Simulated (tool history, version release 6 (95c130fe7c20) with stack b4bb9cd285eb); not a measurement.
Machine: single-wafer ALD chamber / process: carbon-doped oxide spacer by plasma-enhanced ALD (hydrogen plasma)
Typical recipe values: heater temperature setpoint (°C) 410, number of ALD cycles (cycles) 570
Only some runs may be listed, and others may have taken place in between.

run,hour,heater temperature setpoint (°C),number of ALD cycles (cycles),"read-back reference wafer on the same gauge, thickness_nm",mean film thickness on the monitor wafer (angstrom)
1,0.0,419,519,26.183,242.94
2,46.1,410,570,26.207,274.03
3,111.9,410,570,26.212,272.79
4,183.4,422,570,26.212,262.07
5,498.2,422,570,26.183,259.57
6,545.8,422,570,26.223,261.31
7,618.4,415,570,26.188,267.16
# hour 633.3: gauge calibrated
8,677.4,415,570,26.196,268.56
9,745.9,415,570,26.216,267.63
10,814.6,413,570,26.208,267.25
11,920.6,413,570,26.211,266.72
12,1009.6,410,570,26.193,270.38
# hour 1096.9: thermocouple changed; heater temperature recalibrated
13,1114.3,410,570,26.173,275.32
14,1151.1,425,497,26.241,230.08
15,1251.5,423,496,26.195,228.74
16,1328.0,403,461,26.177,225.54
17,1387.0,403,461,26.211,224.19
18,1435.1,414,484,26.161,229.34
19,1528.4,403,650,26.209,317.61
20,1568.8,399,623,26.138,305.83
21,1608.4,410,570,26.214,272.09
22,1644.9,396,570,26.184,281.60
23,1732.5,405,570,26.238,275.47
24,1797.6,424,570,26.169,260.66
25,1877.3,415,504,26.231,237.21

Exercise: give the hidden state of the tool at every run:
gauge reads high (%): 0, the same for each run
H1: wafer temperature above the value expected at the setpoint (K)
run,H1
1,2.6
2,3.06
3,3.64
4,4.17
5,5.63
6,5.77
7,5.95
8,6.07
9,6.2
10,6.3
11,6.43
12,6.51
13,-0.00852
14,0.527
15,1.76
16,2.51
17,2.99
18,3.34
19,3.91
20,4.11
21,4.29
22,4.45
23,4.76
24,4.95
25,5.15

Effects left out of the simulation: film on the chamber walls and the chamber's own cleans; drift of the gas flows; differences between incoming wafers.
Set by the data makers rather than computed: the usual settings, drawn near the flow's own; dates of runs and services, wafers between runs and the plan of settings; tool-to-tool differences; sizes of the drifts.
